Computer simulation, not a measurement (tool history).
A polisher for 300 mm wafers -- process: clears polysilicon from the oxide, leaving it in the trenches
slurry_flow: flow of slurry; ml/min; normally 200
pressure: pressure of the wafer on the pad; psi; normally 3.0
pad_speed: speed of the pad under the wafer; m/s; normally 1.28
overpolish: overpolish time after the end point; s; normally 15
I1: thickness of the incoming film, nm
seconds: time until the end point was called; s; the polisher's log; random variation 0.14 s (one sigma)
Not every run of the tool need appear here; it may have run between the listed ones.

{"run": 1, "hour": 0.0, "slurry_flow": 200, "pressure": 3.0, "pad_speed": 1.54, "overpolish": 15, "I1": 632.3, "seconds": 26.9}
{"run": 2, "hour": 11.8, "slurry_flow": 200, "pressure": 3.0, "pad_speed": 1.54, "overpolish": 15, "I1": 627.3, "seconds": 26.8}
{"run": 3, "hour": 18.0, "slurry_flow": 200, "pressure": 3.0, "pad_speed": 1.54, "overpolish": 15, "I1": 623.2, "seconds": 26.7}
{"run": 4, "hour": 31.2, "slurry_flow": 200, "pressure": 3.0, "pad_speed": 1.28, "overpolish": 15, "I1": 627.9, "seconds": 31.1}
{"hour": 45.4, "done": "worn pad replaced by a new one"}
{"run": 5, "hour": 45.9, "slurry_flow": 200, "pressure": 3.0, "pad_speed": 1.28, "overpolish": 15, "I1": 627.9, "seconds": 31.0}
{"run": 6, "hour": 54.8, "slurry_flow": 200, "pressure": 3.0, "pad_speed": 1.28, "overpolish": 15, "I1": 640.8, "seconds": 31.3}
{"run": 7, "hour": 61.1, "slurry_flow": 200, "pressure": 3.0, "pad_speed": 1.28, "overpolish": 15, "I1": 626.2, "seconds": 30.9}
{"run": 8, "hour": 67.2, "slurry_flow": 200, "pressure": 3.0, "pad_speed": 1.28, "overpolish": 15, "I1": 629.0, "seconds": 31.2}
{"run": 9, "hour": 78.6, "slurry_flow": 200, "pressure": 3.3, "pad_speed": 1.28, "overpolish": 15, "I1": 632.0, "seconds": 29.3}
{"run": 10, "hour": 91.2, "slurry_flow": 200, "pressure": 3.3, "pad_speed": 1.28, "overpolish": 15, "I1": 625.7, "seconds": 28.9}
{"run": 11, "hour": 102.2, "slurry_flow": 185, "pressure": 3.0, "pad_speed": 1.28, "overpolish": 8, "I1": 641.1, "seconds": 32.1}
{"run": 12, "hour": 108.8, "slurry_flow": 185, "pressure": 3.0, "pad_speed": 1.28, "overpolish": 8, "I1": 620.7, "seconds": 31.4}
{"hour": 113.1, "done": "slurry nozzle cleaned"}
{"hour": 116.2, "done": "worn pad replaced by a new one"}
{"run": 13, "hour": 120.6, "slurry_flow": 185, "pressure": 3.0, "pad_speed": 1.28, "overpolish": 8, "I1": 618.3, "seconds": 30.7}
{"run": 14, "hour": 128.6, "slurry_flow": 200, "pressure": 3.3, "pad_speed": 1.28, "overpolish": 15, "I1": 627.0, "seconds": 28.7}
{"run": 15, "hour": 134.9, "slurry_flow": 255, "pressure": 3.6, "pad_speed": 1.28, "overpolish": 15, "I1": 627.2, "seconds": 26.4}
{"run": 16, "hour": 152.8, "slurry_flow": 140, "pressure": 3.6, "pad_speed": 1.54, "overpolish": 20, "I1": 636.1, "seconds": 24.7}
{"run": 17, "hour": 162.5, "slurry_flow": 245, "pressure": 2.6, "pad_speed": 1.28, "overpolish": 22, "I1": 618.2, "seconds": 33.8}
{"run": 18, "hour": 179.4, "slurry_flow": 200, "pressure": 3.0, "pad_speed": 1.28, "overpolish": 24, "I1": 618.6, "seconds": 31.5}
{"hour": 185.7, "done": "worn pad replaced by a new one"}
{"run": 19, "hour": 187.5, "slurry_flow": 200, "pressure": 3.0, "pad_speed": 1.28, "overpolish": 15, "I1": 636.4, "seconds": 31.9}
{"hour": 194.8, "done": "head pressure recalibrated"}
{"run": 20, "hour": 197.1, "slurry_flow": 200, "pressure": 2.4, "pad_speed": 1.28, "overpolish": 21, "I1": 625.3, "seconds": 34.5}
{"run": 21, "hour": 205.8, "slurry_flow": 200, "pressure": 3.0, "pad_speed": 0.98, "overpolish": 8, "I1": 616.3, "seconds": 34.2}
{"run": 22, "hour": 223.0, "slurry_flow": 200, "pressure": 3.0, "pad_speed": 1.28, "overpolish": 10, "I1": 632.5, "seconds": 29.8}
{"run": 23, "hour": 238.0, "slurry_flow": 200, "pressure": 3.0, "pad_speed": 1.28, "overpolish": 15, "I1": 627.5, "seconds": 29.7}
{"run": 24, "hour": 253.4, "slurry_flow": 240, "pressure": 2.0, "pad_speed": 1.28, "overpolish": 21, "I1": 636.4, "seconds": 40.2}
{"hour": 265.0, "done": "worn pad replaced by a new one"}
{"run": 25, "hour": 265.5, "slurry_flow": 200, "pressure": 3.0, "pad_speed": 1.4, "overpolish": 12, "I1": 631.7, "seconds": 28.2}
{"run": 26, "hour": 275.2, "slurry_flow": 200, "pressure": 3.0, "pad_speed": 1.28, "overpolish": 15, "I1": 642.3, "seconds": 30.2}

Each row is a separate what-if for the run after 26, all from the same tool condition, not one after another. Results?
{"run": "A", "hour": 275.6, "slurry_flow": 200, "pressure": 3.0, "pad_speed": 1.28, "overpolish": 15, "I1": 623.3, "seconds": "?"}
{"run": "B", "hour": 275.6, "slurry_flow": 200, "pressure": 3.7, "pad_speed": 1.06, "overpolish": 15, "I1": 623.3, "seconds": "?"}
{"run": "C", "hour": 275.6, "slurry_flow": 200, "pressure": 3.0, "pad_speed": 0.96, "overpolish": 24, "I1": 623.3, "seconds": "?"}
{"run": "D", "hour": 275.6, "slurry_flow": 200, "pressure": 2.5, "pad_speed": 1.28, "overpolish": 6, "I1": 623.3, "seconds": "?"}
{"run": "E", "hour": 275.6, "slurry_flow": 140, "pressure": 3.3, "pad_speed": 0.88, "overpolish": 8, "I1": 623.3, "seconds": "?"}

run=A seconds=29.3
run=B seconds=28.5
run=C seconds=35.7
run=D seconds=33.5
run=E seconds=36.2
Stripped of hidden state, with their random variation kept, the same runs would have yielded:
run=A seconds=28.7
run=B seconds=27.8
run=C seconds=34.9
run=D seconds=32.8
run=E seconds=35.4
